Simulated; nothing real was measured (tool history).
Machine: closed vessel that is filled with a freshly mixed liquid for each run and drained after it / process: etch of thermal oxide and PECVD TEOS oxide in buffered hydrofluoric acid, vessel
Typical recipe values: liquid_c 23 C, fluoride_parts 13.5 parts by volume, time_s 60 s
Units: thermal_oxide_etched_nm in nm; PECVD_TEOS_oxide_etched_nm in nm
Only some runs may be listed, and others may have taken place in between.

run     day  liquid_c  fluoride_parts  time_s  read-back film thickness of the thermal oxide reference wafer, read on the same gauge (nm)  read-back film thickness of the PECVD TEOS oxide reference wafer, read on the same gauge (nm)  thermal_oxide_etched_nm  PECVD_TEOS_oxide_etched_nm
  1       0        23            13.5      60                                                                                       30.01                                                                                          99.97                    50.42                      104.66
  2   2.858        23            13.5      60                                                                                       29.99                                                                                            100                    49.69                      105.08
  3   4.438        23            13.5      60                                                                                       29.99                                                                                         100.04                     49.2                      104.51
  4   8.496        23            13.5      60                                                                                          30                                                                                         100.07                     49.4                      103.16
  5    11.3        23            13.5      60                                                                                       29.99                                                                                          99.99                    48.82                      102.79
  6  12.571        23              12      60                                                                                          30                                                                                            100                    54.65                      115.69
  7  14.046        23              12      60                                                                                       30.04                                                                                            100                    54.49                      114.97
     15.646  -- thermometer replaced
  8   16.35        23            13.5      60                                                                                       29.99                                                                                         100.01                    51.59                      108.76
       17.1  -- gauge calibrated
  9  17.471        23            13.5      60                                                                                          30                                                                                          99.99                    51.19                      108.43
 10  19.596        20            13.5      85                                                                                       29.99                                                                                          99.98                     61.6                      128.65
     19.679  -- hydrofluoric acid flow meter replaced
 11  21.083        25            13.5      80                                                                                       30.01                                                                                          99.96                    75.54                      160.32
 12  23.829        21            13.5      35                                                                                          30                                                                                            100                    26.48                       55.96
 13  26.167        23            13.5      60                                                                                       29.98                                                                                          99.97                    50.46                      106.93
 14  28.867        23            13.5      75                                                                                       30.01                                                                                            100                    62.88                       132.2
 15  31.575      20.5               9      60                                                                                       29.98                                                                                          99.97                     62.6                      131.62

Selected run-to-run steps in thermal_oxide_etched_nm, each split into two signed amounts: the part the tool would show with no hidden state at all (from settings, incoming material and random variation), and the remainder, which goes to the hidden state together with any gauge scatter not common to the measured and the hidden-state-free results:
Hidden state at play: liquid colder than its thermometer reads (K); hydrofluoric acid flow above the setpoint (%); gauge reads high (%).
Run 7 -> 8: fluoride_parts 12 -> 13.5, thermometer replaced. thermal_oxide_etched_nm -2.9 nm: hidden state +2.9, all else -5.8.
Run 11 -> 12: liquid_c 25 -> 21, time_s 80 -> 35. thermal_oxide_etched_nm -49.06 nm: hidden state +0.76, all else -49.82.
